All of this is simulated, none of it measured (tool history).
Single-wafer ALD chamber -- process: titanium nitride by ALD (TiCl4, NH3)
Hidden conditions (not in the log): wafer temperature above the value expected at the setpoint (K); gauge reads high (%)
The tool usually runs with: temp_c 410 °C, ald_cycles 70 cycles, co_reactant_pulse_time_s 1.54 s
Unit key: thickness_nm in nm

run     day  temp_c  ald_cycles  co_reactant_pulse_time_s  wafers since the last listed run  hours since the last thermocouple change  hours since the showerhead was replaced  hours since the gauge calibration  read-back reference wafer on the same gauge, thickness_nm  thickness_nm
  1   0.000     410          70                      1.07                                 0                                     752.9                                   7018.9                              267.4                                                      1.630         1.433
  2   0.442     410          70                      1.07                                54                                     763.5                                   7029.5                              278.0                                                      1.630         1.434
  3   1.188     410          63                      1.54                                92                                     781.4                                   7047.4                              295.9                                                      1.629         1.316
  4   1.554     421          70                      1.54                                45                                     790.2                                   7056.2                              304.7                                                      1.629         1.473
  5   1.812     421          70                      1.54                                32                                     796.4                                   7062.4                              310.9                                                      1.630         1.474
  6   2.317     410          79                      1.54                                62                                     808.5                                   7074.5                              323.0                                                      1.631         1.659
  7   2.921     410          79                      1.54                                75                                     823.0                                   7089.0                              337.5                                                      1.629         1.652
  8   3.633     410          70                      1.54                                88                                     840.1                                   7106.1                              354.6                                                      1.630         1.469
  9   4.142     410          70                      1.54                                63                                     852.3                                   7118.3                              366.8                                                      1.629         1.466
 10   4.817     410          70                      1.54                                83                                     868.5                                   7134.5                              383.0                                                      1.630         1.466
 11   5.288     410          70                      1.54                                58                                     879.8                                   7145.8                              394.3                                                      1.632         1.468
 12   5.729     410          70                      1.54                                54                                     890.4                                   7156.4                              404.9                                                      1.629         1.465
 13   6.354     410          70                      1.54                                77                                     905.4                                   7171.4                              419.9                                                      1.629         1.464
 14   7.075     410          70                      1.88                                89                                     922.7                                   7188.7                              437.2                                                      1.631         1.482
 15   7.500     410          70                      1.88                                52                                     932.9                                   7198.9                              447.4                                                      1.630         1.479
 16   8.042     410          70                      1.54                                67                                     945.9                                   7211.9                              460.4                                                      1.630         1.464
 17   8.325     410          75                      1.35                                35                                     952.7                                   7218.7                              467.2                                                      1.631         1.562
 18   8.692     410          70                      1.99                                45                                     961.5                                   7227.5                              476.0                                                      1.630         1.481
 19   9.142     398          70                      1.54                                55                                     972.3                                   7238.3                              486.8                                                      1.630         1.460
 20   9.696     404          74                      1.71                                68                                     985.6                                   7251.6                              500.1                                                      1.629         1.561
 21  10.129     410          75                      1.35                                53                                     996.0                                   7262.0                              510.5                                                      1.630         1.568
     10.758  -- thermocouple changed; heater temperature recalibrated
 22  10.804     410          70                      1.54                                42                                       1.1                                   7278.2                              526.7                                                      1.630         1.468
     11.308  -- gauge calibrated
 23  11.533     421          70                      1.54                                90                                      18.6                                   7295.7                                5.4                                                      1.628         1.477
 24  12.112     410          75                      1.14                                72                                      32.5                                   7309.6                               19.3                                                      1.632         1.539
 25  12.554     410          70                      1.54                                54                                      43.1                                   7320.2                               29.9                                                      1.630         1.467
 26  13.238     410          59                      1.54                                84                                      59.5                                   7336.6                               46.3                                                      1.629         1.236
     13.804  -- showerhead replaced
 27  13.825     419          62                      1.54                                31                                      73.6                                      0.5                               60.4                                                      1.632         1.309
 28  14.496     410          70                      1.20                                83                                      89.7                                     16.6                               76.5                                                      1.631         1.453
 29  15.096     400          74                      0.93                                74                                     104.1                                     31.0                               90.9                                                      1.631         1.488
 30  15.358     420          57                      2.03                                32                                     110.4                                     37.3                               97.2                                                      1.630         1.216
 31  15.692     422          59                      1.25                                41                                     118.4                                     45.3                              105.2                                                      1.631         1.233
 32  16.408     402          78                      1.54                                89                                     135.6                                     62.5                              122.4                                                      1.629         1.633
 33  16.800     404          65                      1.35                                48                                     145.0                                     71.9                              131.8                                                      1.630         1.341
 34  17.229     410          70                      1.54                                53                                     155.3                                     82.2                              142.1                                                      1.631         1.467
 35  17.775     403          70                      1.54                                67                                     168.4                                     95.3                              155.2                                                      1.629         1.459
 36  18.225     406          60                      1.54                                55                                     179.2                                    106.1                              166.0                                                      1.630         1.256

Predict each of these 3 candidate next runs independently; none follows another, all start after run 36:
  A  18.246     410          81                      1.54                                 2                                     179.7                                    106.6                              166.5                                                          ?             ?
  B  18.246     415          70                      1.91                                 2                                     179.7                                    106.6                              166.5                                                          ?             ?
  C  18.246     410          70                      2.09                                 2                                     179.7                                    106.6                              166.5                                                          ?             ?

run  read-back reference wafer on the same gauge, thickness_nm  thickness_nm
  A                                                      1.631         1.700
  B                                                      1.631         1.486
  C                                                      1.631         1.489
With the hidden condition removed and each run's random variation left untouched, the same runs would have given:
run  thickness_nm
  A         1.700
  B         1.486
  C         1.489

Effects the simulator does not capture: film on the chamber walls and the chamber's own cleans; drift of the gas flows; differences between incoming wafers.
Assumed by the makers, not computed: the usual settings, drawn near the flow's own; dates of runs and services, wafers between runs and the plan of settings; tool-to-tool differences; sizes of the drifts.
